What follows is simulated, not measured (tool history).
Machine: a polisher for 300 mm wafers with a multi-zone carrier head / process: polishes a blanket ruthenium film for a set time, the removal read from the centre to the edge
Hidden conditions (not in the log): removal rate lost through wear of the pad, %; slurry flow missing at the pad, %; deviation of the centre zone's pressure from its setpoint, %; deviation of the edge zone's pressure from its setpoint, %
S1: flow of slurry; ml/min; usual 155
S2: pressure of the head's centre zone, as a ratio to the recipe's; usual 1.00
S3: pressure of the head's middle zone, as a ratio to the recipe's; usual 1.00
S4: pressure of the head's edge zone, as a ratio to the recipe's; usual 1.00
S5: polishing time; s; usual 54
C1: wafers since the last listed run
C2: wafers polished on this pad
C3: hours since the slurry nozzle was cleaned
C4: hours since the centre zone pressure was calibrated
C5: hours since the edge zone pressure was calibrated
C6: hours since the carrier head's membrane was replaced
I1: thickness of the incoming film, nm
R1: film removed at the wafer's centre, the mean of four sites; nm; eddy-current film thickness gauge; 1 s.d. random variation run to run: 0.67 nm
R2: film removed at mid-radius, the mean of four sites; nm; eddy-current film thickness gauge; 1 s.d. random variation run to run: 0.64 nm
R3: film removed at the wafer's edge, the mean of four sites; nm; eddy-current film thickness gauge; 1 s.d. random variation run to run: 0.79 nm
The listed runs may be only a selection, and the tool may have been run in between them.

run	day	S1	S2	S3	S4	S5	C1	C2	C3	C4	C5	C6	I1	R1	R2	R3
1	0.000	155	1.00	1.00	1.00	54	0	643	153.1	247.2	784.8	417.9	570.1	65.0	64.4	66.9
2	1.892	180	1.00	1.00	1.00	54	362	1006	198.5	292.6	830.2	463.3	580.1	66.8	66.2	68.1
3	3.371	180	1.00	1.00	1.00	54	283	1289	234.0	328.1	865.7	498.8	578.0	67.0	67.4	66.8
4	5.575	155	1.00	1.00	1.00	54	422	1712	286.9	381.0	918.6	551.7	580.6	66.7	64.9	67.4
5	7.796	155	1.00	1.00	1.00	45	425	2138	340.2	434.3	971.9	605.0	576.3	56.3	53.8	57.0
6	9.546	155	1.03	1.00	1.00	70	335	2474	382.2	476.3	1013.9	647.0	588.5	93.3	83.8	84.6
# day 11.596: carrier head's membrane replaced by a new one
# day 12.867: centre zone pressure recalibrated
# day 13.296: slurry nozzle cleaned
7	14.117	155	0.93	0.95	1.00	37	812	3286	19.7	30.0	1123.6	60.5	592.8	40.6	42.6	45.9
8	17.021	155	1.00	1.10	1.06	71	557	3843	89.4	99.7	1193.3	130.2	572.7	86.5	94.0	89.1
# day 17.312: worn pad replaced by a new one
9	19.138	155	1.00	1.10	1.06	71	374	350	140.2	150.5	1244.1	181.0	576.4	86.5	92.4	90.3
10	20.742	155	1.00	1.00	0.92	54	307	658	178.7	189.0	1282.6	219.5	582.7	66.0	64.6	65.2
11	29.538	155	0.91	1.00	0.92	60	1686	2345	389.8	400.1	1493.7	430.6	578.7	68.3	71.5	71.9
12	32.271	155	1.00	1.00	0.90	54	524	2869	455.4	465.7	1559.3	496.2	590.8	69.8	64.5	63.2
# day 34.562: edge zone pressure recalibrated
# day 34.596: centre zone pressure recalibrated
13	34.771	155	1.00	1.00	0.95	71	457	3326	515.4	4.2	5.0	556.2	579.5	81.6	85.7	84.4
# day 34.983: worn pad replaced by a new one
# day 35.754: slurry nozzle cleaned
14	37.021	155	1.00	1.00	1.12	54	391	382	30.4	58.2	59.0	610.2	580.9	63.2	64.6	68.8
# day 44.129: carrier head's membrane replaced by a new one
15	44.150	200	1.00	0.92	1.00	60	1327	1709	201.5	229.3	230.1	0.5	589.6	75.5	71.0	76.5
16	45.467	155	1.00	1.00	1.00	54	252	1962	233.1	260.9	261.7	32.1	590.9	64.9	64.0	67.0
17	47.450	155	1.12	1.00	1.00	66	380	2342	280.7	308.5	309.3	79.7	576.5	89.5	79.8	82.3
18	49.288	155	1.00	1.00	1.00	54	352	2695	324.8	352.6	353.4	123.8	578.7	66.7	63.9	67.2
19	52.175	155	1.00	0.90	1.00	71	553	3248	394.1	421.9	422.7	193.1	581.4	88.8	78.4	89.5
# day 53.612: worn pad replaced by a new one
20	53.646	110	1.00	1.00	1.00	54	250	6	429.4	457.2	458.0	228.4	589.1	62.4	59.5	62.6
# day 55.429: centre zone pressure recalibrated
# day 56.488: slurry nozzle cleaned
21	56.508	155	1.00	1.00	1.08	54	525	531	0.5	25.9	526.7	297.1	582.3	63.1	65.6	69.1
22	58.808	130	1.00	1.00	0.88	54	441	972	55.7	81.1	581.9	352.3	577.5	59.5	60.9	62.6
23	60.621	115	0.88	0.92	0.97	54	347	1320	99.2	124.6	625.4	395.8	579.2	50.6	56.7	62.2

Hidden state or all else? Some run-to-run changes of R1, split into what the settings, what came in and random variation would give without the hidden state, and what is left for the hidden state (with any gauge scatter that isn't in both results):
Run 6 -> 7: S2 1.03 -> 0.93, S3 1.00 -> 0.95, S5 70 -> 37, carrier head's membrane replaced by a new one, centre zone pressure recalibrated, slurry nozzle cleaned. R1 -52.7 nm: hidden state -6.2, all else -46.5.
Run 7 -> 8: S2 0.93 -> 1.00, S3 0.95 -> 1.10, S4 1.00 -> 1.06, S5 37 -> 71. R1 +45.9 nm: hidden state +0.9, all else +45.0.
Run 12 -> 13: S4 0.90 -> 0.95, S5 54 -> 71, edge zone pressure recalibrated, centre zone pressure recalibrated. R1 +11.8 nm: hidden state -6.5, all else +18.3.
